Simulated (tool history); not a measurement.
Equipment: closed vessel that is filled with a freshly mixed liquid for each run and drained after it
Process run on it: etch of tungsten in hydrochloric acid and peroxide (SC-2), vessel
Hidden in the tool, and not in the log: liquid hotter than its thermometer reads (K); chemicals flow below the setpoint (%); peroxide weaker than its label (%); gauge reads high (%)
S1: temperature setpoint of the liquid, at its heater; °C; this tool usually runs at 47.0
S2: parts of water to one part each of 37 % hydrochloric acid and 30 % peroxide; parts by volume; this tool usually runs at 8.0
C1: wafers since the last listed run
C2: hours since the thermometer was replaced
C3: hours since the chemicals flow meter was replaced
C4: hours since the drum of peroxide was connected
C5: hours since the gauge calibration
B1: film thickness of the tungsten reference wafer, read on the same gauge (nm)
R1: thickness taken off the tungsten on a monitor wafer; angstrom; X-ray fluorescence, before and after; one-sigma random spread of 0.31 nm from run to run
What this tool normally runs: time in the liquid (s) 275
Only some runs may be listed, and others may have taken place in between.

{"run": 1, "hour": 0.0, "S1": 47.0, "S2": 8.0, "time in the liquid (s)": 275, "C1": 0, "C2": 796.9, "C3": 1414.3, "C4": 963.4, "C5": 2020.2, "B1": 59.99, "R1": 541.0}
{"run": 2, "hour": 49.7, "S1": 41.0, "S2": 8.0, "time in the liquid (s)": 395, "C1": 6023, "C2": 846.6, "C3": 1464.0, "C4": 1013.1, "C5": 2069.9, "B1": 60.02, "R1": 510.8}
{"run": 3, "hour": 92.5, "S1": 47.0, "S2": 8.0, "time in the liquid (s)": 275, "C1": 5186, "C2": 889.4, "C3": 1506.8, "C4": 1055.9, "C5": 2112.7, "B1": 59.95, "R1": 536.7}
{"run": 4, "hour": 134.3, "S1": 47.0, "S2": 8.0, "time in the liquid (s)": 275, "C1": 5065, "C2": 931.2, "C3": 1548.6, "C4": 1097.7, "C5": 2154.5, "B1": 59.97, "R1": 535.5}
{"run": 5, "hour": 165.0, "S1": 40.0, "S2": 8.0, "time in the liquid (s)": 275, "C1": 3720, "C2": 961.9, "C3": 1579.3, "C4": 1128.4, "C5": 2185.2, "B1": 60.0, "R1": 329.5}
{"hour": 213.7, "done": "new drum of peroxide connected"}
{"run": 6, "hour": 221.9, "S1": 40.0, "S2": 8.0, "time in the liquid (s)": 275, "C1": 6774, "C2": 1018.8, "C3": 1636.2, "C4": 8.2, "C5": 2242.1, "B1": 60.0, "R1": 349.6}
{"run": 7, "hour": 290.9, "S1": 40.0, "S2": 8.0, "time in the liquid (s)": 275, "C1": 8361, "C2": 1087.8, "C3": 1705.2, "C4": 77.2, "C5": 2311.1, "B1": 59.99, "R1": 347.9}
{"hour": 313.7, "done": "gauge calibrated"}
{"run": 8, "hour": 362.6, "S1": 47.0, "S2": 8.0, "time in the liquid (s)": 275, "C1": 8689, "C2": 1159.5, "C3": 1776.9, "C4": 148.9, "C5": 48.9, "B1": 60.05, "R1": 558.7}
{"run": 9, "hour": 408.5, "S1": 47.0, "S2": 8.0, "time in the liquid (s)": 275, "C1": 5562, "C2": 1205.4, "C3": 1822.8, "C4": 194.8, "C5": 94.8, "B1": 59.99, "R1": 561.3}
{"run": 10, "hour": 453.3, "S1": 47.0, "S2": 8.0, "time in the liquid (s)": 275, "C1": 5429, "C2": 1250.2, "C3": 1867.6, "C4": 239.6, "C5": 139.6, "B1": 60.0, "R1": 561.3}
{"run": 11, "hour": 492.4, "S1": 40.0, "S2": 8.0, "time in the liquid (s)": 275, "C1": 4738, "C2": 1289.3, "C3": 1906.7, "C4": 278.7, "C5": 178.7, "B1": 60.01, "R1": 344.4}
{"run": 12, "hour": 524.2, "S1": 43.5, "S2": 9.5, "time in the liquid (s)": 430, "C1": 3853, "C2": 1321.1, "C3": 1938.5, "C4": 310.5, "C5": 210.5, "B1": 59.98, "R1": 595.0}
{"run": 13, "hour": 556.8, "S1": 47.0, "S2": 10.0, "time in the liquid (s)": 400, "C1": 3950, "C2": 1353.7, "C3": 1971.1, "C4": 343.1, "C5": 243.1, "B1": 59.99, "R1": 682.0}
{"run": 14, "hour": 616.4, "S1": 42.5, "S2": 4.5, "time in the liquid (s)": 275, "C1": 7222, "C2": 1413.3, "C3": 2030.7, "C4": 402.7, "C5": 302.7, "B1": 59.98, "R1": 632.9}
{"run": 15, "hour": 642.8, "S1": 47.0, "S2": 8.0, "time in the liquid (s)": 275, "C1": 3199, "C2": 1439.7, "C3": 2057.1, "C4": 429.1, "C5": 329.1, "B1": 59.98, "R1": 558.3}
{"hour": 668.7, "done": "chemicals flow meter replaced"}
{"hour": 680.3, "done": "thermometer replaced"}
{"run": 16, "hour": 680.6, "S1": 38.0, "S2": 7.0, "time in the liquid (s)": 390, "C1": 4338, "C2": 0.3, "C3": 11.9, "C4": 466.9, "C5": 366.9, "B1": 60.02, "R1": 456.0}
{"run": 17, "hour": 714.9, "S1": 47.0, "S2": 8.0, "time in the liquid (s)": 160, "C1": 4156, "C2": 34.6, "C3": 46.2, "C4": 501.2, "C5": 401.2, "B1": 60.0, "R1": 316.4}
{"run": 18, "hour": 745.3, "S1": 38.0, "S2": 8.0, "time in the liquid (s)": 205, "C1": 3684, "C2": 65.0, "C3": 76.6, "C4": 531.6, "C5": 431.6, "B1": 60.03, "R1": 214.8}
{"run": 19, "hour": 786.5, "S1": 47.0, "S2": 7.0, "time in the liquid (s)": 390, "C1": 4992, "C2": 106.2, "C3": 117.8, "C4": 572.8, "C5": 472.8, "B1": 59.99, "R1": 857.8}
{"run": 20, "hour": 826.0, "S1": 42.5, "S2": 8.0, "time in the liquid (s)": 400, "C1": 4786, "C2": 145.7, "C3": 157.3, "C4": 612.3, "C5": 512.3, "B1": 59.99, "R1": 577.1}
{"run": 21, "hour": 851.5, "S1": 47.0, "S2": 8.0, "time in the liquid (s)": 275, "C1": 3090, "C2": 171.2, "C3": 182.8, "C4": 637.8, "C5": 537.8, "B1": 60.0, "R1": 543.1}
{"run": 22, "hour": 900.2, "S1": 47.0, "S2": 8.0, "time in the liquid (s)": 275, "C1": 5901, "C2": 219.9, "C3": 231.5, "C4": 686.5, "C5": 586.5, "B1": 59.99, "R1": 537.2}
{"run": 23, "hour": 968.3, "S1": 47.0, "S2": 9.0, "time in the liquid (s)": 275, "C1": 8252, "C2": 288.0, "C3": 299.6, "C4": 754.6, "C5": 654.6, "B1": 60.02, "R1": 490.4}
{"run": 24, "hour": 1030.3, "S1": 47.0, "S2": 8.0, "time in the liquid (s)": 275, "C1": 7513, "C2": 350.0, "C3": 361.6, "C4": 816.6, "C5": 716.6, "B1": 60.02, "R1": 537.7}
{"run": 25, "hour": 1074.2, "S1": 47.0, "S2": 5.5, "time in the liquid (s)": 365, "C1": 5320, "C2": 393.9, "C3": 405.5, "C4": 860.5, "C5": 760.5, "B1": 59.99, "R1": 953.0}
{"run": 26, "hour": 1144.3, "S1": 47.0, "S2": 6.0, "time in the liquid (s)": 140, "C1": 8495, "C2": 464.0, "C3": 475.6, "C4": 930.6, "C5": 830.6, "B1": 59.98, "R1": 340.7}
{"run": 27, "hour": 1199.1, "S1": 50.5, "S2": 11.5, "time in the liquid (s)": 425, "C1": 6641, "C2": 518.8, "C3": 530.4, "C4": 985.4, "C5": 885.4, "B1": 59.99, "R1": 775.9}
{"run": 28, "hour": 1251.7, "S1": 47.0, "S2": 8.0, "time in the liquid (s)": 275, "C1": 6374, "C2": 571.4, "C3": 583.0, "C4": 1038.0, "C5": 938.0, "B1": 60.02, "R1": 537.6}
{"run": 29, "hour": 1298.2, "S1": 47.0, "S2": 7.0, "time in the liquid (s)": 275, "C1": 5635, "C2": 617.9, "C3": 629.5, "C4": 1084.5, "C5": 984.5, "B1": 59.98, "R1": 593.8}
{"run": 30, "hour": 1332.4, "S1": 47.0, "S2": 11.0, "time in the liquid (s)": 170, "C1": 4144, "C2": 652.1, "C3": 663.7, "C4": 1118.7, "C5": 1018.7, "B1": 59.99, "R1": 252.5}

For some of the steps in R1 from one run to the next: how much would appear even if the tool had no hidden state, given the settings, what came in and random variation, and how much remains for the hidden state plus any gauge scatter that the measured result and the result without hidden state don't share?
Run 5 -> 6: new drum of peroxide connected. R1 +20.1 angstrom: hidden state +17.2, all else +2.9.
Run 15 -> 16: S1 47.0 -> 38.0, S2 8.0 -> 7.0, time in the liquid (s) 275 -> 390, chemicals flow meter replaced, thermometer replaced. R1 -102.3 angstrom: hidden state -16.9, all else -85.4.
Run 18 -> 19: S1 38.0 -> 47.0, S2 8.0 -> 7.0, time in the liquid (s) 205 -> 390. R1 +643.0 angstrom: hidden state -14.1, all else +657.1.
Run 25 -> 26: S2 5.5 -> 6.0, time in the liquid (s) 365 -> 140. R1 -612.3 angstrom: hidden state +15.5, all else -627.8.
Run 26 -> 27: S1 47.0 -> 50.5, S2 6.0 -> 11.5, time in the liquid (s) 140 -> 425. R1 +435.2 angstrom: hidden state -15.4, all else +450.6.

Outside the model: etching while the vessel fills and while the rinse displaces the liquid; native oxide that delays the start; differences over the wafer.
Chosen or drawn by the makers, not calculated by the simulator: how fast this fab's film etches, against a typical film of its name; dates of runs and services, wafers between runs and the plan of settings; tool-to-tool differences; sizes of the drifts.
